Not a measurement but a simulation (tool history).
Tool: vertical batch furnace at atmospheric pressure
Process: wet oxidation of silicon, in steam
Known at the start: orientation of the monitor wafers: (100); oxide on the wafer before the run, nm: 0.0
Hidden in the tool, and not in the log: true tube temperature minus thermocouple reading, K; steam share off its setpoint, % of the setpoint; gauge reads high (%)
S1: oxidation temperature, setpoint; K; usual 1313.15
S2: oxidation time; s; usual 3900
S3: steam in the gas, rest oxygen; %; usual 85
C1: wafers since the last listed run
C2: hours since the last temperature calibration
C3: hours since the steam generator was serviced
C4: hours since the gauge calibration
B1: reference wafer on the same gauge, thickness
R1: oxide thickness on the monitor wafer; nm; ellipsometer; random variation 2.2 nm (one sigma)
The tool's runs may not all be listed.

{"run": 1, "day": 0.0, "S1": 1313.15, "S2": 4470, "S3": 85, "C1": 0, "C2": 1456.7, "C3": 2106.3, "C4": 459.7, "B1": 523.18, "R1": 530.11}
{"run": 2, "day": 0.896, "S1": 1313.15, "S2": 3900, "S3": 93, "C1": 341, "C2": 1478.2, "C3": 2127.8, "C4": 481.2, "B1": 523.61, "R1": 515.79}
{"run": 3, "day": 1.554, "S1": 1328.15, "S2": 3900, "S3": 85, "C1": 250, "C2": 1494, "C3": 2143.6, "C4": 497, "B1": 523.66, "R1": 534.31}
{"run": 4, "day": 2.254, "S1": 1328.15, "S2": 3900, "S3": 85, "C1": 266, "C2": 1510.8, "C3": 2160.4, "C4": 513.8, "B1": 524.3, "R1": 532.22}
{"run": 5, "day": 3.425, "S1": 1313.15, "S2": 3900, "S3": 91, "C1": 446, "C2": 1538.9, "C3": 2188.5, "C4": 541.9, "B1": 524.26, "R1": 512.19}
{"run": 6, "day": 4.604, "S1": 1313.15, "S2": 3900, "S3": 85, "C1": 449, "C2": 1567.2, "C3": 2216.8, "C4": 570.2, "B1": 524.76, "R1": 487.4}
{"run": 7, "day": 5.442, "S1": 1313.15, "S2": 3900, "S3": 85, "C1": 319, "C2": 1587.3, "C3": 2236.9, "C4": 590.3, "B1": 523.52, "R1": 488.9}
{"run": 8, "day": 6.662, "S1": 1313.15, "S2": 3900, "S3": 85, "C1": 465, "C2": 1616.6, "C3": 2266.2, "C4": 619.6, "B1": 524.59, "R1": 488}
{"run": 9, "day": 7.742, "S1": 1313.15, "S2": 3900, "S3": 85, "C1": 411, "C2": 1642.5, "C3": 2292.1, "C4": 645.5, "B1": 524.25, "R1": 493.77}
{"run": 10, "day": 8.488, "S1": 1313.15, "S2": 3900, "S3": 85, "C1": 284, "C2": 1660.4, "C3": 2310, "C4": 663.4, "B1": 524.08, "R1": 490.27}
{"run": 11, "day": 9.938, "S1": 1313.15, "S2": 3090, "S3": 85, "C1": 552, "C2": 1695.2, "C3": 2344.8, "C4": 698.2, "B1": 523.97, "R1": 420.7}
{"run": 12, "day": 10.725, "S1": 1313.15, "S2": 3090, "S3": 85, "C1": 300, "C2": 1714.1, "C3": 2363.7, "C4": 717.1, "B1": 523.69, "R1": 423.78}
{"run": 13, "day": 12.062, "S1": 1313.15, "S2": 3900, "S3": 85, "C1": 509, "C2": 1746.2, "C3": 2395.8, "C4": 749.2, "B1": 523.73, "R1": 489.7}
{"run": 14, "day": 12.721, "S1": 1313.15, "S2": 3900, "S3": 85, "C1": 250, "C2": 1762, "C3": 2411.6, "C4": 765, "B1": 524.82, "R1": 488.36}
{"run": 15, "day": 13.621, "S1": 1313.15, "S2": 3900, "S3": 85, "C1": 343, "C2": 1783.6, "C3": 2433.2, "C4": 786.6, "B1": 524.77, "R1": 488.19}
{"day": 14.679, "done": "thermocouples replaced and temperature profile calibrated"}
{"run": 16, "day": 14.7, "S1": 1288.15, "S2": 3900, "S3": 85, "C1": 30, "C2": 0.5, "C3": 2459.1, "C4": 812.5, "B1": 524.44, "R1": 421.23}
{"run": 17, "day": 15.933, "S1": 1313.15, "S2": 4470, "S3": 85, "C1": 470, "C2": 30.1, "C3": 2488.7, "C4": 842.1, "B1": 524.18, "R1": 535.11}
{"day": 16.471, "done": "gauge calibrated"}
{"run": 18, "day": 17.196, "S1": 1313.15, "S2": 3900, "S3": 94, "C1": 481, "C2": 60.4, "C3": 2519, "C4": 17.4, "B1": 524.92, "R1": 523.96}
{"run": 19, "day": 18.421, "S1": 1313.15, "S2": 2130, "S3": 90, "C1": 466, "C2": 89.8, "C3": 2548.4, "C4": 46.8, "B1": 524.49, "R1": 347.55}
{"run": 20, "day": 19.321, "S1": 1336.15, "S2": 5190, "S3": 93, "C1": 343, "C2": 111.4, "C3": 2570, "C4": 68.4, "B1": 524.42, "R1": 683.2}
{"run": 21, "day": 20.817, "S1": 1313.15, "S2": 3900, "S3": 85, "C1": 570, "C2": 147.3, "C3": 2605.9, "C4": 104.3, "B1": 524.23, "R1": 490.73}
{"run": 22, "day": 21.8, "S1": 1298.15, "S2": 3900, "S3": 85, "C1": 374, "C2": 170.9, "C3": 2629.5, "C4": 127.9, "B1": 524.55, "R1": 446.3}
{"day": 25.412, "done": "steam generator serviced"}
{"run": 23, "day": 25.962, "S1": 1313.15, "S2": 3210, "S3": 85, "C1": 1205, "C2": 270.8, "C3": 13.2, "C4": 227.8, "B1": 524.43, "R1": 432.56}
{"run": 24, "day": 27.296, "S1": 1313.15, "S2": 3900, "S3": 90, "C1": 508, "C2": 302.8, "C3": 45.2, "C4": 259.8, "B1": 523.62, "R1": 509.55}
{"run": 25, "day": 27.958, "S1": 1313.15, "S2": 5400, "S3": 85, "C1": 252, "C2": 318.7, "C3": 61.1, "C4": 275.7, "B1": 524.26, "R1": 594.64}
{"run": 26, "day": 28.979, "S1": 1313.15, "S2": 3360, "S3": 94, "C1": 389, "C2": 343.2, "C3": 85.6, "C4": 300.2, "B1": 523.54, "R1": 478.34}
{"run": 27, "day": 30.138, "S1": 1313.15, "S2": 3900, "S3": 85, "C1": 441, "C2": 371, "C3": 113.4, "C4": 328, "B1": 523.9, "R1": 494.59}
{"run": 28, "day": 31.138, "S1": 1292.15, "S2": 3300, "S3": 85, "C1": 381, "C2": 395, "C3": 137.4, "C4": 352, "B1": 523.1, "R1": 386.65}
{"run": 29, "day": 31.854, "S1": 1313.15, "S2": 3900, "S3": 92, "C1": 273, "C2": 412.2, "C3": 154.6, "C4": 369.2, "B1": 524.08, "R1": 515.27}
{"run": 30, "day": 32.929, "S1": 1313.15, "S2": 2850, "S3": 94, "C1": 409, "C2": 438, "C3": 180.4, "C4": 395, "B1": 524.63, "R1": 427.07}
{"run": 31, "day": 33.771, "S1": 1313.15, "S2": 5430, "S3": 85, "C1": 320, "C2": 458.2, "C3": 200.6, "C4": 415.2, "B1": 523.84, "R1": 606.67}
{"run": 32, "day": 37.375, "S1": 1313.15, "S2": 4500, "S3": 85, "C1": 1373, "C2": 544.7, "C3": 287.1, "C4": 501.7, "B1": 524.94, "R1": 535.91}
{"run": 33, "day": 38.679, "S1": 1313.15, "S2": 3900, "S3": 85, "C1": 497, "C2": 576, "C3": 318.4, "C4": 533, "B1": 524.01, "R1": 486.38}
{"run": 34, "day": 39.346, "S1": 1289.15, "S2": 2820, "S3": 94, "C1": 254, "C2": 592, "C3": 334.4, "C4": 549, "B1": 523.53, "R1": 364.2}
{"run": 35, "day": 39.888, "S1": 1299.15, "S2": 4740, "S3": 85, "C1": 206, "C2": 605, "C3": 347.4, "C4": 562, "B1": 525.28, "R1": 507.69}
{"run": 36, "day": 42.696, "S1": 1294.15, "S2": 3090, "S3": 94, "C1": 1070, "C2": 672.4, "C3": 414.8, "C4": 629.4, "B1": 524.14, "R1": 399.92}
{"run": 37, "day": 43.604, "S1": 1313.15, "S2": 3900, "S3": 85, "C1": 346, "C2": 694.2, "C3": 436.6, "C4": 651.2, "B1": 524.66, "R1": 487.62}

The tool's hidden state at each run:
true tube temperature minus thermocouple reading, K: 0 in every run
steam share off its setpoint, % of the setpoint: 0 in every run
gauge reads high (%): 0 in every run
